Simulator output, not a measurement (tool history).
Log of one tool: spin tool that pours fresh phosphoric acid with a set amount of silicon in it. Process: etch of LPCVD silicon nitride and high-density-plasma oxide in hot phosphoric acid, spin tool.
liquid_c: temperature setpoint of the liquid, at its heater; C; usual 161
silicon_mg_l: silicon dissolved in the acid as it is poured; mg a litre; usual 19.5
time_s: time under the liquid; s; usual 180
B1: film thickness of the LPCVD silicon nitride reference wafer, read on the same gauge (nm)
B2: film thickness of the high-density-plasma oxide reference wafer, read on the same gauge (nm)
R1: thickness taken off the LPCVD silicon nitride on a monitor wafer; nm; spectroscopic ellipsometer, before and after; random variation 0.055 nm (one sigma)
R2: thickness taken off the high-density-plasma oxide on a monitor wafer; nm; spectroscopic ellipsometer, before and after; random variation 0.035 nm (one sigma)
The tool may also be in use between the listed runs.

Run 1, hour 0: usual settings; B1 60.02; B2 109.994. Result: R1 15.18 nm, R2 0.389 nm.
At hour 5.5: thermometer replaced.
Run 2, hour 9.4: usual settings but liquid_c 162.5 C, silicon_mg_l 32.5 mg a litre, time_s 85 s; B1 59.98; B2 109.996. Result: R1 7.24 nm, R2 0.102 nm.
Run 3, hour 17: usual settings but liquid_c 162 C, silicon_mg_l 29 mg a litre; B1 60.03; B2 110.019. Result: R1 15.21 nm, R2 0.278 nm.
Run 4, hour 30.3: usual settings but liquid_c 158.5 C, silicon_mg_l 14 mg a litre, time_s 110 s; B1 60.01; B2 110.016. Result: R1 8.2 nm, R2 0.237 nm.
Run 5, hour 44.3: usual settings; B1 60.04; B2 110.008. Result: R1 14.6 nm, R2 0.437 nm.
Run 6, hour 55.7: usual settings; B1 59.98; B2 110.013. Result: R1 14.73 nm, R2 0.383 nm.
Run 7, hour 65.4: usual settings but liquid_c 160 C; B1 60; B2 109.986. Result: R1 14.15 nm, R2 0.322 nm.
At hour 66.6: gauge calibrated.
Run 8, hour 74.8: usual settings but silicon_mg_l 11.5 mg a litre, time_s 220 s; B1 60.03; B2 109.994. Result: R1 17.88 nm, R2 0.55 nm.
Run 9, hour 81.5: usual settings but liquid_c 158.5 C, silicon_mg_l 13 mg a litre, time_s 255 s; B1 60.01; B2 109.994. Result: R1 18.91 nm, R2 0.586 nm.
Run 10, hour 89: usual settings; B1 60.04; B2 109.977. Result: R1 14.64 nm, R2 0.407 nm.
Run 11, hour 101.7: usual settings but liquid_c 163 C, silicon_mg_l 27 mg a litre, time_s 215 s; B1 59.98; B2 109.999. Result: R1 18.64 nm, R2 0.39 nm.
Run 12, hour 114.6: usual settings; B1 59.96; B2 109.994. Result: R1 14.7 nm, R2 0.369 nm.
Run 13, hour 126.7: usual settings but liquid_c 162 C, silicon_mg_l 4 mg a litre; B1 59.98; B2 110. Result: R1 15.08 nm, R2 0.586 nm.
Run 14, hour 143.9: usual settings but silicon_mg_l 30.5 mg a litre, time_s 250 s; B1 59.98; B2 110.018. Result: R1 20.2 nm, R2 0.334 nm.
Run 15, hour 159.9: usual settings but liquid_c 163.5 C, time_s 125 s; B1 60.03; B2 109.989. Result: R1 11.01 nm, R2 0.322 nm.
Run 16, hour 170.8: usual settings but liquid_c 158.5 C, time_s 80 s; B1 59.98; B2 109.988. Result: R1 5.99 nm, R2 0.135 nm.
Run 17, hour 185: usual settings but liquid_c 158.5 C, silicon_mg_l 7 mg a litre, time_s 85 s; B1 59.96; B2 110.02. Result: R1 6.33 nm, R2 0.173 nm.
Run 18, hour 193.1: usual settings; B1 59.95; B2 110.016. Result: R1 14.66 nm, R2 0.411 nm.
Run 19, hour 201.6: usual settings but liquid_c 160 C, time_s 150 s; B1 60; B2 110.009. Result: R1 11.91 nm, R2 0.277 nm.
Run 20, hour 211.7: usual settings but liquid_c 158 C, silicon_mg_l 15 mg a litre, time_s 135 s; B1 59.99; B2 110.004. Result: R1 10.02 nm, R2 0.226 nm.
Run 21, hour 228.7: usual settings; B1 59.96; B2 110.01. Result: R1 14.68 nm, R2 0.441 nm.
Run 22, hour 242.5: usual settings but liquid_c 164 C; B1 60.02; B2 109.985. Result: R1 16.17 nm, R2 0.486 nm.

3 ways to go on from here, each from the tool as it stands after run 22. What would each give?
Run A, hour 243: usual settings; B1 ?; B2 ?. Result: R1 ?, R2 ?.
Run B, hour 243: usual settings but liquid_c 158.5 C, silicon_mg_l 10 mg a litre, time_s 70 s; B1 ?; B2 ?. Result: R1 ?, R2 ?.
Run C, hour 243: usual settings but liquid_c 159 C, silicon_mg_l 32 mg a litre, time_s 90 s; B1 ?; B2 ?. Result: R1 ?, R2 ?.

run     B1       B2     R1     R2
  A  60.01  109.976  14.69  0.398
  B  60.01  109.976   5.25  0.163
  C  60.01  109.976   6.87  0.111
Without the tool's hidden state the same runs would have given:
run     R1     R2
  A  14.78  0.403
  B   5.28  0.165
  C   6.91  0.113
